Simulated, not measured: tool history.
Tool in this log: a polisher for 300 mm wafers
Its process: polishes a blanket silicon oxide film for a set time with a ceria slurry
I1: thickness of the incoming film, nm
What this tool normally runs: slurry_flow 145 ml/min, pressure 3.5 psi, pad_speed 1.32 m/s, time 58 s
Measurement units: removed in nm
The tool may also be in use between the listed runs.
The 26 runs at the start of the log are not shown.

run 27 day=57.629 | slurry_flow=145 pressure=3.5 pad_speed=1.54 time=66 | I1=1050.3 | removed=503.3
-- day=58.229 worn pad replaced by a new one
run 28 day=59.867 | slurry_flow=180 pressure=2.9 pad_speed=1.32 time=43 | I1=1048.1 | removed=246.1
run 29 day=61.446 | slurry_flow=145 pressure=4.2 pad_speed=1.32 time=58 | I1=1048.7 | removed=447.1
-- day=62.008 slurry nozzle cleaned
run 30 day=63.058 | slurry_flow=145 pressure=3.5 pad_speed=1.54 time=58 | I1=1052.4 | removed=492.3
run 31 day=65.917 | slurry_flow=125 pressure=3.8 pad_speed=1.18 time=77 | I1=1049.3 | removed=502.8
run 32 day=67.388 | slurry_flow=145 pressure=4.2 pad_speed=1.48 time=58 | I1=1050.5 | removed=561.2
run 33 day=69.433 | slurry_flow=145 pressure=3.5 pad_speed=1.32 time=58 | I1=1060 | removed=415.1
run 34 day=74.312 | slurry_flow=145 pressure=3.5 pad_speed=1.32 time=58 | I1=1034.9 | removed=411.3
run 35 day=76.225 | slurry_flow=145 pressure=3 pad_speed=1.32 time=50 | I1=1034.3 | removed=305.2
run 36 day=78.479 | slurry_flow=145 pressure=4.3 pad_speed=1.5 time=38 | I1=1054.1 | removed=367.7
-- day=79.504 worn pad replaced by a new one
run 37 day=79.812 | slurry_flow=190 pressure=3.5 pad_speed=1.32 time=41 | I1=1053.8 | removed=304.1
run 38 day=81.433 | slurry_flow=145 pressure=3.5 pad_speed=1.32 time=58 | I1=1054.9 | removed=398.7

Below are 3 alternative next runs, each starting from the tool's condition after run 38. Predict each:
run A day=81.45 | slurry_flow=145 pressure=3.5 pad_speed=1.32 time=58 | I1=1055.3 | removed=?
run B day=81.45 | slurry_flow=145 pressure=3.9 pad_speed=1.32 time=44 | I1=1055.3 | removed=?
run C day=81.45 | slurry_flow=130 pressure=3.5 pad_speed=1.32 time=65 | I1=1055.3 | removed=?

run=A removed=393.7
run=B removed=331
run=C removed=428.6
Without the tool's hidden state the same runs would have given:
run=A removed=416
run=B removed=349.7
run=C removed=455.7

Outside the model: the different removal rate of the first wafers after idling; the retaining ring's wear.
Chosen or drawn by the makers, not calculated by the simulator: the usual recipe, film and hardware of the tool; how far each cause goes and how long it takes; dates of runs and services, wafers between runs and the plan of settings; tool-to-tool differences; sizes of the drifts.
